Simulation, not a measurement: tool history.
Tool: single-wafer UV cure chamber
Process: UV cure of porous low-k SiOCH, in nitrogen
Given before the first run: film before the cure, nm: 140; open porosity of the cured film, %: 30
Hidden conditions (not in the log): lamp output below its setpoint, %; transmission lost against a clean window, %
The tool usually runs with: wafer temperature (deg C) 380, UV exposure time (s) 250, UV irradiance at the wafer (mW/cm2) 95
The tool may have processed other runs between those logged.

run	hour	wafer temperature (deg C)	UV exposure time (s)	UV irradiance at the wafer (mW/cm2)	wafers since the last listed run	hours since the UV bulbs were replaced	wafers since the quartz window was cleaned	loss of film thickness in the cure (%)
1	0	380	250	95	0	450.6	2240	13.11
2	66.8	380	250	95	372	517.4	2613	13.589
# hour 114.9: quartz window cleaned
3	117.8	380	250	95	239	568.4	16	13.514
4	196.4	380	250	95	438	647	454	13.996
5	277.7	369	250	95	453	728.3	908	13.268
6	335.5	380	250	95	322	786.1	1230	13.891
7	431.9	380	250	95	537	882.5	1767	13.686
8	539.2	393	205	95	598	989.8	2366	12.687
9	581.9	393	205	95	238	1032.5	2604	12.584
# hour 653.5: quartz window cleaned
10	659.7	393	205	95	389	1110.3	34	12.567
11	696.1	380	250	95	202	1146.7	237	13.515
12	799.2	380	250	95	574	1249.8	812	13.329
13	898.6	380	250	95	554	1349.2	1366	13.133

What will run 14 give?
14	936.8	391	335	126	213	1387.4	1579	?

loss of film thickness in the cure (%): 16.393
Take away the tool's hidden state, keep the run-to-run variation as it was, and the same run would have given loss of film thickness in the cure (%) 17.362.
